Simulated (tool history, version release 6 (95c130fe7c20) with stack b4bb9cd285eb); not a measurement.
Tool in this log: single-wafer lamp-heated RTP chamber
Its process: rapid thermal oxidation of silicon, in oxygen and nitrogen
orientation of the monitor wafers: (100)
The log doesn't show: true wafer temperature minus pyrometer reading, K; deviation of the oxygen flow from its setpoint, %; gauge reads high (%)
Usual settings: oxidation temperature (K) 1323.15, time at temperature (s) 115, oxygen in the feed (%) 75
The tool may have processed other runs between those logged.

run,day,oxidation temperature (K),time at temperature (s),oxygen in the feed (%),wafers since the last listed run,wafers since the last pyrometer calibration,hours since the oxygen flow controller was replaced,hours since the gauge calibration,"read-back reference wafer on the same gauge, thickness",oxide thickness on the monitor wafer (angstrom)
1,0.000,1323.15,115,75,0,426,3769.5,1431.2,9.439,106.84
# day 1.900: gauge calibrated
2,4.400,1323.15,115,75,1143,1569,3875.1,60.0,9.253,105.20
3,8.700,1323.15,115,75,1117,2686,3978.3,163.2,9.272,105.58
4,11.833,1323.15,115,75,814,3501,4053.5,238.4,9.269,105.65
5,15.696,1302.15,115,75,1003,4504,4146.2,331.1,9.284,91.81
6,18.608,1302.15,115,75,756,5261,4216.1,401.0,9.294,91.46
# day 21.125: pyrometer window cleaned and pyrometer calibrated
7,21.971,1302.15,115,75,787,219,4296.8,481.7,9.318,91.85
8,25.900,1323.15,115,75,1021,1240,4391.1,576.0,9.333,106.10
9,27.888,1323.15,115,75,516,1757,4438.8,623.7,9.344,105.76
10,32.050,1323.15,115,75,1081,2838,4538.7,723.6,9.352,106.67
11,36.192,1323.15,91,75,1076,3914,4638.1,823.0,9.373,95.77
# day 45.200: pyrometer window cleaned and pyrometer calibrated
12,47.296,1323.15,91,75,2798,544,4904.6,1089.5,9.406,96.27
13,50.933,1323.15,88,61,945,1489,4991.9,1176.8,9.431,88.19
14,54.542,1333.15,115,98,937,2427,5078.5,1263.4,9.449,126.53
# day 58.983: oxygen flow controller replaced
15,61.871,1323.15,115,75,1817,4245,69.3,1439.3,9.472,107.80
16,64.112,1350.15,166,49,582,4828,123.1,1493.1,9.468,131.42
17,67.879,1313.15,134,95,978,5806,213.5,1583.5,9.490,118.47
# day 69.417: pyrometer window cleaned and pyrometer calibrated
# day 70.146: gauge calibrated
18,71.075,1338.15,115,75,743,430,290.2,22.3,9.183,115.10
19,75.050,1323.15,84,50,1032,1463,385.6,117.7,9.194,78.51
20,77.517,1348.15,115,75,640,2104,444.8,176.9,9.197,124.50
21,81.883,1345.15,146,98,1134,3239,549.6,281.7,9.228,149.81
22,85.471,1348.15,115,75,932,4171,635.7,367.8,9.229,123.87
23,89.408,1323.15,115,75,1023,5194,730.2,462.3,9.247,105.74
# day 90.692: pyrometer window cleaned and pyrometer calibrated
24,93.579,1297.15,115,89,997,750,830.3,562.4,9.258,93.44
25,97.242,1342.15,115,87,951,1702,918.2,650.3,9.276,127.12

Alternative continuations, all from the tool just after run 25; predict every row:
A,97.258,1351.15,115,75,4,1706,918.6,650.7,?,?
B,97.258,1352.15,150,59,4,1706,918.6,650.7,?,?
C,97.258,1323.15,161,75,4,1706,918.6,650.7,?,?
D,97.258,1323.15,115,51,4,1706,918.6,650.7,?,?
E,97.258,1297.15,115,75,4,1706,918.6,650.7,?,?

run,"read-back reference wafer on the same gauge, thickness",oxide thickness on the monitor wafer (angstrom)
A,9.265,127.86
B,9.265,133.38
C,9.265,123.82
D,9.265,92.10
E,9.265,88.16
Had the tool no hidden state, the same runs would have come out as:
run,oxide thickness on the monitor wafer (angstrom)
A,126.79
B,132.25
C,122.78
D,91.33
E,87.42
